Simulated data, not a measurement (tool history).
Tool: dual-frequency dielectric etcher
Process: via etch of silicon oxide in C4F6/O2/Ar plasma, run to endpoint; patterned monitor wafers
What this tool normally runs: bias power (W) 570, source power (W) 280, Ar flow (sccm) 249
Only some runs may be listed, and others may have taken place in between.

| run | hour | bias power (W) | source power (W) | Ar flow (sccm) | incoming incoming film thickness, nm | endpoint time (s) |
|---|---|---|---|---|---|---|
| 1 | 0 | 570 | 280 | 224 | 164.3 | 39.6 |
|  | 49 | wet clean of the chamber |
| 2 | 68.8 | 510 | 280 | 249 | 163.3 | 41.9 |
| 3 | 130.8 | 510 | 280 | 249 | 162.7 | 41.7 |
| 4 | 165.9 | 668 | 280 | 249 | 162.4 | 37.3 |
| 5 | 201.3 | 570 | 280 | 249 | 163.7 | 40 |
| 6 | 236.7 | 570 | 280 | 249 | 163.8 | 40.2 |
| 7 | 304.4 | 570 | 280 | 267 | 163.8 | 40.5 |
| 8 | 366 | 570 | 280 | 290 | 163.6 | 40.8 |
|  | 387.7 | Ar flow controller replaced |
|  | 421.9 | upper electrode replaced |
| 9 | 429 | 662 | 250 | 208 | 163.7 | 38.6 |
| 10 | 485.2 | 570 | 280 | 291 | 164.2 | 41 |
|  | 517.4 | wet clean of the chamber |
| 11 | 554.6 | 570 | 350 | 308 | 164.9 | 37.9 |
|  | 569.2 | bias power generator calibrated |
| 12 | 586 | 570 | 280 | 249 | 163.9 | 39.6 |
|  | 613.5 | source power generator calibrated |
| 13 | 641.3 | 531 | 280 | 249 | 163.1 | 41.6 |
| 14 | 673.4 | 570 | 280 | 249 | 163.1 | 40.4 |
| 15 | 704.4 | 499 | 280 | 249 | 162 | 42.3 |
| 16 | 733.5 | 570 | 280 | 249 | 165.8 | 40.9 |
| 17 | 790.1 | 698 | 320 | 216 | 162.7 | 34.5 |
| 18 | 821.8 | 570 | 280 | 249 | 164.3 | 40.7 |
| 19 | 879.9 | 570 | 280 | 249 | 164.2 | 40.8 |
| 20 | 941.7 | 466 | 210 | 219 | 163.9 | 49 |
| 21 | 988.2 | 570 | 280 | 249 | 164.3 | 40.7 |
| 22 | 1013.9 | 701 | 280 | 223 | 164.2 | 36.8 |
| 23 | 1078.1 | 570 | 280 | 249 | 163.5 | 40.7 |
|  | 1136.6 | wet clean of the chamber |
| 24 | 1143 | 520 | 280 | 249 | 163.9 | 42 |
| 25 | 1209.1 | 570 | 280 | 225 | 165.1 | 40.5 |
| 26 | 1275.6 | 482 | 220 | 208 | 164.6 | 46.9 |
| 27 | 1301 | 570 | 280 | 249 | 164.9 | 40.8 |
| 28 | 1332.7 | 465 | 330 | 306 | 163.5 | 41.7 |

Give the tool's hidden conditions for every run:
etch rate over this chamber's usual, %: 0 across all the runs
Ar flow that arrives over what is set, %: 0 across all the runs
H1: bias power that arrives over what is set, %
H2: source power that arrives over what is set, %
| run | H1 | H2 |
|---|---|---|
| 1 | -3.34 | 4.96 |
| 2 | -3.38 | 5 |
| 3 | -3.41 | 5.04 |
| 4 | -3.43 | 5.06 |
| 5 | -3.44 | 5.08 |
| 6 | -3.46 | 5.1 |
| 7 | -3.49 | 5.13 |
| 8 | -3.51 | 5.16 |
| 9 | -3.54 | 5.19 |
| 10 | -3.56 | 5.22 |
| 11 | -3.58 | 5.25 |
| 12 | -0.414 | 5.26 |
| 13 | -0.66 | -0.0488 |
| 14 | -0.797 | 0.109 |
| 15 | -0.925 | 0.257 |
| 16 | -1.04 | 0.391 |
| 17 | -1.26 | 0.642 |
| 18 | -1.38 | 0.777 |
| 19 | -1.59 | 1.01 |
| 20 | -1.8 | 1.25 |
| 21 | -1.95 | 1.42 |
| 22 | -2.04 | 1.51 |
| 23 | -2.23 | 1.73 |
| 24 | -2.42 | 1.93 |
| 25 | -2.6 | 2.13 |
| 26 | -2.77 | 2.31 |
| 27 | -2.83 | 2.38 |
| 28 | -2.9 | 2.46 |
